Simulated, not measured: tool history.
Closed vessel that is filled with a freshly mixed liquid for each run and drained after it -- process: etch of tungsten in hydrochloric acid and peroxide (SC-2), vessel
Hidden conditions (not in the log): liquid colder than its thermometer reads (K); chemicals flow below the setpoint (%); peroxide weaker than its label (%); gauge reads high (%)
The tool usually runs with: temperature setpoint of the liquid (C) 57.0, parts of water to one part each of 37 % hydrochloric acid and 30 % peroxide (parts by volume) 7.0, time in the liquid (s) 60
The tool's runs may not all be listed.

| run | hour | temperature setpoint of the liquid (C) | parts of water to one part each of 37 % hydrochloric acid and 30 % peroxide (parts by volume) | time in the liquid (s) | wafers since the last listed run | hours since the thermometer was replaced | hours since the chemicals flow meter was replaced | hours since the drum of peroxide was connected | hours since the gauge calibration | read-back film thickness of the tungsten reference wafer, read on the same gauge (nm) | thickness taken off the tungsten on a monitor wafer (angstrom) |
|---|---|---|---|---|---|---|---|---|---|---|---|
| 1 | 0.0 | 57.0 | 7.0 | 60 | 0 | 2844.6 | 2223.9 | 800.7 | 739.9 | 139.98 | 433.3 |
| 2 | 8.6 | 57.0 | 7.0 | 60 | 789 | 2853.2 | 2232.5 | 809.3 | 748.5 | 140.02 | 432.7 |
| 3 | 17.1 | 57.0 | 6.0 | 35 | 780 | 2861.7 | 2241.0 | 817.8 | 757.0 | 139.99 | 288.3 |
| 4 | 30.3 | 57.0 | 6.0 | 35 | 1211 | 2874.9 | 2254.2 | 831.0 | 770.2 | 140.01 | 284.5 |
| 5 | 44.2 | 57.0 | 8.0 | 60 | 1275 | 2888.8 | 2268.1 | 844.9 | 784.1 | 139.98 | 391.3 |
| 6 | 55.2 | 57.0 | 8.0 | 60 | 1009 | 2899.8 | 2279.1 | 855.9 | 795.1 | 139.97 | 390.4 |
|  | 78.8 | thermometer replaced |
| 7 | 89.6 | 57.0 | 7.0 | 60 | 3065 | 10.8 | 2313.5 | 890.3 | 829.5 | 140.03 | 434.8 |
|  | 91.4 | new drum of peroxide connected |
|  | 94.8 | gauge calibrated |
| 8 | 104.4 | 51.5 | 7.0 | 60 | 1266 | 25.6 | 2328.3 | 13.0 | 9.6 | 140.02 | 324.2 |
| 9 | 121.8 | 57.0 | 7.0 | 45 | 1596 | 43.0 | 2345.7 | 30.4 | 27.0 | 139.99 | 340.7 |
| 10 | 134.2 | 61.5 | 8.0 | 80 | 1138 | 55.4 | 2358.1 | 42.8 | 39.4 | 140.03 | 742.7 |
|  | 142.0 | chemicals flow meter replaced |
| 11 | 148.3 | 57.0 | 4.0 | 85 | 1202 | 69.5 | 6.3 | 56.9 | 53.5 | 139.99 | 972.1 |
| 12 | 164.8 | 48.5 | 9.5 | 75 | 1514 | 86.0 | 22.8 | 73.4 | 70.0 | 140.01 | 260.8 |
| 13 | 179.6 | 62.5 | 9.5 | 40 | 1358 | 100.8 | 37.6 | 88.2 | 84.8 | 140.00 | 340.3 |
| 14 | 195.2 | 54.5 | 7.0 | 75 | 1431 | 116.4 | 53.2 | 103.8 | 100.4 | 139.97 | 485.7 |
| 15 | 204.0 | 63.0 | 9.5 | 75 | 807 | 125.2 | 62.0 | 112.6 | 109.2 | 140.00 | 661.9 |
| 16 | 217.3 | 54.5 | 7.0 | 60 | 1220 | 138.5 | 75.3 | 125.9 | 122.5 | 139.99 | 394.4 |
| 17 | 227.1 | 57.0 | 8.5 | 60 | 899 | 148.3 | 85.1 | 135.7 | 132.3 | 139.98 | 388.6 |
| 18 | 239.8 | 62.0 | 7.0 | 60 | 1165 | 161.0 | 97.8 | 148.4 | 145.0 | 139.98 | 612.7 |
| 19 | 251.7 | 57.0 | 7.0 | 60 | 1092 | 172.9 | 109.7 | 160.3 | 156.9 | 140.02 | 457.4 |
| 20 | 265.1 | 57.0 | 7.0 | 75 | 1229 | 186.3 | 123.1 | 173.7 | 170.3 | 139.98 | 562.9 |
| 21 | 282.5 | 57.0 | 7.0 | 60 | 1596 | 203.7 | 140.5 | 191.1 | 187.7 | 140.05 | 465.4 |
| 22 | 291.7 | 57.0 | 9.5 | 60 | 844 | 212.9 | 149.7 | 200.3 | 196.9 | 140.03 | 350.6 |
| 23 | 301.8 | 57.0 | 6.0 | 75 | 926 | 223.0 | 159.8 | 210.4 | 207.0 | 140.03 | 639.4 |
| 24 | 319.7 | 64.0 | 8.5 | 30 | 1642 | 240.9 | 177.7 | 228.3 | 224.9 | 140.03 | 300.7 |
| 25 | 334.1 | 49.5 | 7.0 | 60 | 1321 | 255.3 | 192.1 | 242.7 | 239.3 | 140.01 | 281.6 |
| 26 | 342.9 | 57.0 | 7.0 | 60 | 807 | 264.1 | 200.9 | 251.5 | 248.1 | 139.99 | 456.3 |
| 27 | 349.0 | 51.5 | 10.0 | 75 | 559 | 270.2 | 207.0 | 257.6 | 254.2 | 140.00 | 302.1 |
| 28 | 363.2 | 53.5 | 5.0 | 60 | 1303 | 284.4 | 221.2 | 271.8 | 268.4 | 140.04 | 461.5 |
| 29 | 369.3 | 50.5 | 5.0 | 50 | 559 | 290.5 | 227.3 | 277.9 | 274.5 | 140.02 | 318.7 |
| 30 | 379.3 | 57.0 | 7.0 | 60 | 917 | 300.5 | 237.3 | 287.9 | 284.5 | 140.00 | 452.9 |
| 31 | 391.5 | 50.5 | 5.5 | 35 | 1119 | 312.7 | 249.5 | 300.1 | 296.7 | 140.03 | 207.7 |

How would selected steps in thickness taken off the tungsten on a monitor wafer (angstrom) from run to run divide? Give the signed amount a tool lacking its hidden state would still show from settings, what came in and random variation, and the signed amount left for the hidden state, including any gauge scatter that is not in both of the compared results.
Run 2 -> 3: parts of water to one part each of 37 % hydrochloric acid and 30 % peroxide (parts by volume) 7.0 -> 6.0, time in the liquid (s) 60 -> 35. thickness taken off the tungsten on a monitor wafer (angstrom) -144.4: hidden state +7.7, all else -152.1.
Run 4 -> 5: parts of water to one part each of 37 % hydrochloric acid and 30 % peroxide (parts by volume) 6.0 -> 8.0, time in the liquid (s) 35 -> 60. thickness taken off the tungsten on a monitor wafer (angstrom) +106.8: hidden state -6.8, all else +113.6.
Run 7 -> 8: temperature setpoint of the liquid (C) 57.0 -> 51.5, new drum of peroxide connected, gauge calibrated. thickness taken off the tungsten on a monitor wafer (angstrom) -110.6: hidden state +24.4, all else -135.0.
Run 9 -> 10: temperature setpoint of the liquid (C) 57.0 -> 61.5, parts of water to one part each of 37 % hydrochloric acid and 30 % peroxide (parts by volume) 7.0 -> 8.0, time in the liquid (s) 45 -> 80. thickness taken off the tungsten on a monitor wafer (angstrom) +402.0: hidden state -2.3, all else +404.3.
Run 11 -> 12: temperature setpoint of the liquid (C) 57.0 -> 48.5, parts of water to one part each of 37 % hydrochloric acid and 30 % peroxide (parts by volume) 4.0 -> 9.5, time in the liquid (s) 85 -> 75. thickness taken off the tungsten on a monitor wafer (angstrom) -711.3: hidden state +3.5, all else -714.8.
Run 23 -> 24: temperature setpoint of the liquid (C) 57.0 -> 64.0, parts of water to one part each of 37 % hydrochloric acid and 30 % peroxide (parts by volume) 6.0 -> 8.5, time in the liquid (s) 75 -> 30. thickness taken off the tungsten on a monitor wafer (angstrom) -338.7: hidden state +4.7, all else -343.4.

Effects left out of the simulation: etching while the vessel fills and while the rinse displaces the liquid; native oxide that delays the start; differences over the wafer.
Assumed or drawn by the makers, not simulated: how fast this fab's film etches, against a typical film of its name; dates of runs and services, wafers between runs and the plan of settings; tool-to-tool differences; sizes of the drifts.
